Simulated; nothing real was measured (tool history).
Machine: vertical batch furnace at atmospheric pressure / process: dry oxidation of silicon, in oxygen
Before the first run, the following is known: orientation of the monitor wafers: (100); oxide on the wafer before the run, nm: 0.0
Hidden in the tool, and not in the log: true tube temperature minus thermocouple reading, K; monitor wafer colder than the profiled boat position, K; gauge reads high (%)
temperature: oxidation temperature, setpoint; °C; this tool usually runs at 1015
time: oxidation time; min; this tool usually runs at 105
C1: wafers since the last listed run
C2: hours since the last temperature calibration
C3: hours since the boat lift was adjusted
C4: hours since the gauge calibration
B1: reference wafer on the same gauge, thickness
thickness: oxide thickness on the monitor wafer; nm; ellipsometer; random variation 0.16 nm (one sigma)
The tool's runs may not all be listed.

Run 1, day 0: usual settings; C1 0; C2 339.9; C3 4054.7; C4 841.8; B1 72.92. Result: thickness 75.45 nm.
Run 2, day 3.446: usual settings; C1 1479; C2 422.6; C3 4137.4; C4 924.5; B1 72.89. Result: thickness 75.07 nm.
Run 3, day 7.071: usual settings but temperature 997 °C; C1 1556; C2 509.6; C3 4224.4; C4 1011.5; B1 72.86. Result: thickness 63.15 nm.
Run 4, day 10.638: usual settings but temperature 997 °C; C1 1531; C2 595.2; C3 4310; C4 1097.1; B1 72.88. Result: thickness 63.3 nm.
Run 5, day 13.033: usual settings but temperature 997 °C; C1 1028; C2 652.7; C3 4367.5; C4 1154.6; B1 72.87. Result: thickness 63.19 nm.
Run 6, day 17.012: usual settings; C1 1708; C2 748.2; C3 4463; C4 1250.1; B1 72.9. Result: thickness 74.86 nm.
Run 7, day 22.821: usual settings; C1 2493; C2 887.6; C3 4602.4; C4 1389.5; B1 72.93. Result: thickness 75.04 nm.
Run 8, day 24.342: usual settings; C1 652; C2 924.1; C3 4638.9; C4 1426; B1 72.88. Result: thickness 75.22 nm.
Run 9, day 28.171: usual settings; C1 1643; C2 1016; C3 4730.8; C4 1517.9; B1 72.89. Result: thickness 74.63 nm.
Run 10, day 31.658: usual settings; C1 1497; C2 1099.7; C3 4814.5; C4 1601.6; B1 72.91. Result: thickness 75.16 nm.
Run 11, day 33.646: usual settings; C1 853; C2 1147.4; C3 4862.2; C4 1649.3; B1 72.85. Result: thickness 74.83 nm.
Run 12, day 36.371: usual settings; C1 1169; C2 1212.8; C3 4927.6; C4 1714.7; B1 72.94. Result: thickness 75.05 nm.
At day 37.754: boat lift adjusted.
Run 13, day 37.908: usual settings; C1 230; C2 1249.7; C3 3.7; C4 1751.6; B1 72.88. Result: thickness 77.16 nm.
Run 14, day 40.008: usual settings; C1 901; C2 1300.1; C3 54.1; C4 1802; B1 72.87. Result: thickness 76.83 nm.
Run 15, day 43.312: usual settings but temperature 997 °C, time 77 min; C1 1418; C2 1379.4; C3 133.4; C4 1881.3; B1 72.92. Result: thickness 52.73 nm.
Run 16, day 45.396: usual settings but temperature 1027 °C, time 85 min; C1 894; C2 1429.4; C3 183.4; C4 1931.3; B1 72.91. Result: thickness 74.93 nm.
Run 17, day 48.546: usual settings but temperature 1034 °C, time 87 min; C1 1352; C2 1505; C3 259; C4 2006.9; B1 72.91. Result: thickness 80.76 nm.
Run 18, day 51.567: usual settings; C1 1296; C2 1577.5; C3 331.5; C4 2079.4; B1 72.9. Result: thickness 77.11 nm.
Run 19, day 54.167: usual settings; C1 1116; C2 1639.9; C3 393.9; C4 2141.8; B1 72.91. Result: thickness 77.25 nm.

Estimate the outcome of run 20 from the log above:
Run 20, day 56: usual settings but temperature 1027 °C, time 85 min; C1 787; C2 1683.9; C3 437.9; C4 2185.8; B1 ?. Result: thickness ?.

{"run 20": {"B1": 72.89, "thickness": 74.79}}
Had the tool carried no hidden state, the very same run would have given thickness 73.94 nm.

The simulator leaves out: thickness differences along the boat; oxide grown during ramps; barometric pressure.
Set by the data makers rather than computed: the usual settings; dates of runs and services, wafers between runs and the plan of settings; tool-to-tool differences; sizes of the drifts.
